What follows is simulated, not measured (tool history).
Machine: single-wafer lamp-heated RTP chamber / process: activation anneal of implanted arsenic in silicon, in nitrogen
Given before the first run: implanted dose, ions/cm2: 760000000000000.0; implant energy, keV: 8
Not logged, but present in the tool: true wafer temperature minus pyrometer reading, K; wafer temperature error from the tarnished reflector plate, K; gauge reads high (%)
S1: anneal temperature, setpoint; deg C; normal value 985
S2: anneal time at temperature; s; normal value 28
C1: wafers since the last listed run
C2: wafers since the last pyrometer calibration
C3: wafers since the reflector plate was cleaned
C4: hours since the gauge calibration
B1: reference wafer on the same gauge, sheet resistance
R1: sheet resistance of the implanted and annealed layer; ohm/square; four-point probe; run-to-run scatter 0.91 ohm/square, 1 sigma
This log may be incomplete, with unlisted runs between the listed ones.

run 1 hour=0.0 | S1=1003 S2=28 | C1=0 C2=794 C3=702 C4=285.2 | B1=162.84 | R1=170.67
run 2 hour=9.0 | S1=985 S2=28 | C1=127 C2=921 C3=830 C4=294.2 | B1=162.83 | R1=181.24
run 3 hour=15.8 | S1=970 S2=28 | C1=96 C2=1017 C3=926 C4=301.0 | B1=162.90 | R1=190.47
run 4 hour=25.3 | S1=985 S2=28 | C1=134 C2=1152 C3=1061 C4=310.5 | B1=163.37 | R1=182.40
run 5 hour=42.5 | S1=985 S2=28 | C1=243 C2=1396 C3=1304 C4=327.7 | B1=163.04 | R1=180.34
run 6 hour=56.3 | S1=1008 S2=28 | C1=195 C2=1591 C3=1500 C4=341.5 | B1=163.09 | R1=167.23
run 7 hour=66.5 | S1=1008 S2=28 | C1=144 C2=1736 C3=1644 C4=351.7 | B1=163.14 | R1=168.47
run 8 hour=76.8 | S1=985 S2=36 | C1=145 C2=1882 C3=1790 C4=362.0 | B1=163.17 | R1=176.87
run 9 hour=82.9 | S1=985 S2=36 | C1=86 C2=1968 C3=1877 C4=368.1 | B1=163.01 | R1=176.67
run 10 hour=93.8 | S1=985 S2=36 | C1=154 C2=2122 C3=2031 C4=379.0 | B1=162.91 | R1=173.76
run 11 hour=103.8 | S1=985 S2=28 | C1=141 C2=2264 C3=2173 C4=389.0 | B1=162.99 | R1=180.95
run 12 hour=114.4 | S1=985 S2=28 | C1=150 C2=2414 C3=2323 C4=399.6 | B1=163.09 | R1=180.97
run 13 hour=128.5 | S1=985 S2=28 | C1=199 C2=2614 C3=2523 C4=413.7 | B1=163.06 | R1=180.31
run 14 hour=142.9 | S1=985 S2=28 | C1=204 C2=2818 C3=2727 C4=428.1 | B1=162.72 | R1=181.02
run 15 hour=154.8 | S1=985 S2=28 | C1=168 C2=2987 C3=2896 C4=440.0 | B1=163.16 | R1=180.26
run 16 hour=162.2 | S1=993 S2=39 | C1=104 C2=3092 C3=3000 C4=447.4 | B1=163.09 | R1=167.47
run 17 hour=170.6 | S1=967 S2=28 | C1=119 C2=3211 C3=3119 C4=455.8 | B1=162.98 | R1=191.66
run 18 hour=181.0 | S1=1006 S2=15 | C1=147 C2=3358 C3=3267 C4=466.2 | B1=162.70 | R1=180.69
run 19 hour=193.3 | S1=970 S2=20 | C1=174 C2=3532 C3=3441 C4=478.5 | B1=162.82 | R1=198.53
run 20 hour=203.0 | S1=962 S2=15 | C1=137 C2=3670 C3=3578 C4=488.2 | B1=163.08 | R1=208.92
run 21 hour=219.1 | S1=962 S2=23 | C1=228 C2=3898 C3=3807 C4=504.3 | B1=163.08 | R1=197.24
-- hour=234.0 pyrometer window cleaned and pyrometer calibrated
run 22 hour=234.5 | S1=994 S2=13 | C1=104 C2=6 C3=3911 C4=519.7 | B1=162.71 | R1=191.55
run 23 hour=236.9 | S1=985 S2=28 | C1=34 C2=40 C3=3945 C4=522.1 | B1=163.11 | R1=179.75
-- hour=249.2 gauge calibrated
run 24 hour=253.3 | S1=970 S2=28 | C1=232 C2=272 C3=4178 C4=4.1 | B1=162.71 | R1=188.99
run 25 hour=264.2 | S1=956 S2=32 | C1=154 C2=427 C3=4332 C4=15.0 | B1=163.20 | R1=194.04
-- hour=276.7 reflector plate cleaned
run 26 hour=277.2 | S1=985 S2=28 | C1=70 C2=498 C3=6 C4=28.0 | B1=162.83 | R1=183.66
run 27 hour=288.7 | S1=1013 S2=33 | C1=162 C2=661 C3=169 C4=39.5 | B1=162.85 | R1=164.51
run 28 hour=300.4 | S1=985 S2=20 | C1=165 C2=826 C3=335 C4=51.2 | B1=163.10 | R1=191.92
run 29 hour=307.2 | S1=1006 S2=18 | C1=96 C2=923 C3=431 C4=58.0 | B1=162.80 | R1=181.94
run 30 hour=319.9 | S1=985 S2=28 | C1=179 C2=1103 C3=611 C4=70.7 | B1=162.71 | R1=183.61
run 31 hour=326.7 | S1=972 S2=40 | C1=96 C2=1199 C3=708 C4=77.5 | B1=162.89 | R1=182.07
run 32 hour=336.7 | S1=964 S2=38 | C1=141 C2=1341 C3=849 C4=87.5 | B1=162.96 | R1=188.56
run 33 hour=350.5 | S1=1014 S2=20 | C1=195 C2=1536 C3=1045 C4=101.3 | B1=163.07 | R1=172.07
run 34 hour=358.2 | S1=1015 S2=18 | C1=109 C2=1645 C3=1154 C4=109.0 | B1=162.86 | R1=174.98
run 35 hour=368.8 | S1=1001 S2=18 | C1=150 C2=1796 C3=1304 C4=119.6 | B1=162.81 | R1=181.90
run 36 hour=375.1 | S1=985 S2=28 | C1=89 C2=1885 C3=1393 C4=125.9 | B1=163.01 | R1=181.18

Branching from run 36: 5 alternative next runs. What would each branch give?
run A hour=375.5 | S1=973 S2=28 | C1=5 C2=1890 C3=1399 C4=126.3 | B1=? | R1=?
run B hour=375.5 | S1=1011 S2=44 | C1=5 C2=1890 C3=1399 C4=126.3 | B1=? | R1=?
run C hour=375.5 | S1=1010 S2=19 | C1=5 C2=1890 C3=1399 C4=126.3 | B1=? | R1=?
run D hour=375.5 | S1=971 S2=12 | C1=5 C2=1890 C3=1399 C4=126.3 | B1=? | R1=?
run E hour=375.5 | S1=1012 S2=18 | C1=5 C2=1890 C3=1399 C4=126.3 | B1=? | R1=?

run=A B1=162.99 R1=190.76
run=B B1=162.99 R1=158.12
run=C B1=162.99 R1=176.62
run=D B1=162.99 R1=210.65
run=E B1=162.99 R1=176.69
Without the tool's unlogged condition, the same runs would have read:
run=A R1=194.16
run=B R1=160.75
run=C R1=179.85
run=D R1=213.99
run=E R1=179.90
